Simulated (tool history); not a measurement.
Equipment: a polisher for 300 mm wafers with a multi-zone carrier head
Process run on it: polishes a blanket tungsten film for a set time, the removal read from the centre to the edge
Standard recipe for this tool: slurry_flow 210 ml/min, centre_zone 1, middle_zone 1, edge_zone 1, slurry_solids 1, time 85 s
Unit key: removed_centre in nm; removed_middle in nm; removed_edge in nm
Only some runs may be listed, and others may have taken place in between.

run     day  slurry_flow  centre_zone  middle_zone  edge_zone  slurry_solids  time  wafers since the last listed run  wafers polished on this pad  hours since the slurry nozzle was cleaned  hours since the centre zone pressure was calibrated  hours since the edge zone pressure was calibrated  hours since the carrier head's membrane was replaced  incoming thickness of the incoming film, nm  removed_centre  removed_middle  removed_edge
  1       0          160         1.04         0.94       0.96              1    85                                 0                          410                                      249.5                                                419.9                                              343.4                                                 662.1                                       1417.7           244.4           225.3           227
  2   3.083          210         0.89            1          1            0.8   109                               544                          955                                      323.5                                                493.9                                              417.4                                                 736.1                                       1377.5           257.2           291.5         286.5
  3   5.412          210            1         0.95          1            0.7    85                               411                         1366                                      379.4                                                549.8                                              473.3                                                   792                                       1376.8           211.8           205.2         206.2
      7.242  -- centre zone pressure recalibrated
  4   9.675          160            1            1       1.12           0.75    85                               738                         2105                                      481.7                                                 58.4                                              575.6                                                 894.3                                       1392.5           199.6             205         214.6
  5  13.029          210            1         1.03          1              1   114                               592                         2697                                      562.2                                                138.9                                              656.1                                                 974.8                                       1385.7           311.6           323.1         313.8
     15.683  -- edge zone pressure recalibrated
  6  15.971          240            1            1          1              1   103                               505                         3203                                      632.8                                                209.5                                                6.9                                                1045.4                                         1373           281.1           287.8           286
  7  18.604          245            1            1       0.94           0.75    85                               465                         3668                                        696                                                272.7                                               70.1                                                1108.6                                       1401.2           213.6           211.3         204.9
  8  21.871          210            1            1          1              1    85                               577                         4245                                      774.4                                                351.1                                              148.5                                                  1187                                       1416.9           231.5             230         227.8
     23.025  -- slurry nozzle cleaned
  9  24.979          140            1            1          1           0.75    85                               541                         4787                                       46.9                                                425.7                                              223.1                                                1261.6                                       1383.5             190           194.8         197.6
     27.671  -- worn pad replaced by a new one
 10  27.808          150            1         0.96        1.1              1    85                               470                           24                                      114.8                                                493.6                                                291                                                1329.5                                       1387.1           235.2             233         249.2
 11  29.846          160            1            1       1.12           0.75    85                               359                          384                                      163.7                                                542.5                                              339.9                                                1378.4                                       1404.3           218.5           219.6         230.1
 12  34.062          210            1            1          1              1    85                               745                         1129                                      264.9                                                643.7                                              441.1                                                1479.6                                       1388.6           244.3           241.8         236.4
 13  36.204          210         0.89            1          1            0.8   109                               378                         1508                                      316.3                                                695.1                                              492.5                                                  1531                                       1366.5           255.6           292.5         279.6
     36.625  -- centre zone pressure recalibrated
 14  40.454          280            1            1          1              1    85                               736                         2244                                      418.3                                                 91.9                                              594.5                                                  1633                                       1364.9             249           247.7         245.1
     42.267  -- edge zone pressure recalibrated
 15  44.629          210            1         0.96          1              1    85                               722                         2967                                      518.5                                                192.1                                               56.7                                                1733.2                                       1371.9           237.3           229.2         236.1
 16   47.25          210         1.04            1       0.96              1    85                               463                         3430                                      581.4                                                  255                                              119.6                                                1796.1                                       1385.8           244.3           239.1         231.9
     48.504  -- carrier head's membrane replaced by a new one
 17  50.233          210            1            1          1              1    55                               490                         3920                                        653                                                326.6                                              191.2                                                  41.5                                       1387.5           150.4           152.2           149
       50.5  -- worn pad replaced by a new one
 18  51.754          210         1.05            1          1            0.8    85                               239                          221                                      689.5                                                363.1                                              227.7                                                    78                                       1384.7           239.7           237.4         229.3
 19  54.196          285            1            1       1.12              1    85                               431                          653                                      748.1                                                421.7                                              286.3                                                 136.6                                       1401.5           248.7           255.1         265.5
 20  57.262          210            1            1       1.03              1    85                               541                         1194                                      821.7                                                495.3                                              359.9                                                 210.2                                       1385.7           238.5           241.9         239.8

Branching from run 20: 5 alternative next runs. What would each branch give?
  A  57.283          210            1            1          1              1    85                                 3                         1198                                      822.2                                                495.8                                              360.4                                                 210.7                                       1391.2               ?               ?             ?
  B  57.283          160         1.09         1.04       1.06              1    85                                 3                         1198                                      822.2                                                495.8                                              360.4                                                 210.7                                       1391.2               ?               ?             ?
  C  57.283          210            1            1          1            1.1    97                                 3                         1198                                      822.2                                                495.8                                              360.4                                                 210.7                                       1391.2               ?               ?             ?
  D  57.283          180            1            1        0.9           0.75   105                                 3                         1198                                      822.2                                                495.8                                              360.4                                                 210.7                                       1391.2               ?               ?             ?
  E  57.283          145            1            1          1            1.1    85                                 3                         1198                                      822.2                                                495.8                                              360.4                                                 210.7                                       1391.2               ?               ?             ?

run  removed_centre  removed_middle  removed_edge
  A           236.4           238.6         238.1
  B           244.2           234.3         235.6
  C             278           280.6           280
  D           257.8           261.1         250.9
  E             225           229.2         233.1
With the hidden condition removed and each run's random variation left untouched, the same runs would have given:
run  removed_centre  removed_middle  removed_edge
  A           251.8           254.2         253.6
  B           260.1           249.5           251
  C           296.1           298.9         298.2
  D           274.7           278.2         267.2
  E           239.7           244.2         248.3

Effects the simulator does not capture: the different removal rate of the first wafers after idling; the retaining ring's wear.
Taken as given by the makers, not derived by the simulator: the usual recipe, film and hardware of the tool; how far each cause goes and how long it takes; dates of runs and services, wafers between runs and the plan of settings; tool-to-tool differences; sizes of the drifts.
